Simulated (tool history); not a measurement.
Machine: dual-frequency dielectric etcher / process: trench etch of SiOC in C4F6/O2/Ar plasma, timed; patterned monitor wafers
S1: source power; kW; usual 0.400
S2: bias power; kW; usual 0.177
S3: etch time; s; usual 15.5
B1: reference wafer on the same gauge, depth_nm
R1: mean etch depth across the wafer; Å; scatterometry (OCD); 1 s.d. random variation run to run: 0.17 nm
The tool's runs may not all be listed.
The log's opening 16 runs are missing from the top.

Run 17, hour 813.0: usual settings but S1 0.420 kW, S2 0.212 kW; B1 29.29. Result: R1 374.7 Å.
At hour 843.6: gauge calibrated.
Run 18, hour 854.3: usual settings but S1 0.330 kW; B1 29.32. Result: R1 303.9 Å.
At hour 896.8: wet clean of the chamber.
Run 19, hour 925.2: usual settings but S1 0.440 kW; B1 29.31. Result: R1 349.9 Å.
Run 20, hour 983.2: usual settings but S1 0.460 kW, S2 0.145 kW; B1 29.30. Result: R1 329.8 Å.
Run 21, hour 1013.7: usual settings but S2 0.213 kW; B1 29.30. Result: R1 362.8 Å.
Run 22, hour 1049.7: usual settings; B1 29.34. Result: R1 336.8 Å.
Run 23, hour 1094.6: usual settings; B1 29.30. Result: R1 338.4 Å.
Run 24, hour 1128.7: usual settings but S1 0.360 kW, S2 0.160 kW, S3 18.5 s; B1 29.27. Result: R1 362.4 Å.
Run 25, hour 1166.9: usual settings but S2 0.202 kW; B1 29.32. Result: R1 355.2 Å.
Run 26, hour 1215.4: usual settings; B1 29.35. Result: R1 337.9 Å.
At hour 1275.6: wet clean of the chamber.
Run 27, hour 1276.1: usual settings but S1 0.440 kW, S2 0.146 kW, S3 18.0 s; B1 29.32. Result: R1 377.8 Å.

What will run 28 give?
Run 28, hour 1332.2: usual settings but S1 0.360 kW, S2 0.217 kW, S3 17.5 s; B1 ?. Result: R1 ?.

{"run 28": {"B1": 29.3, "R1": 389.2}}
Had the tool carried no hidden state, the very same run would have given R1 396.3 Å.
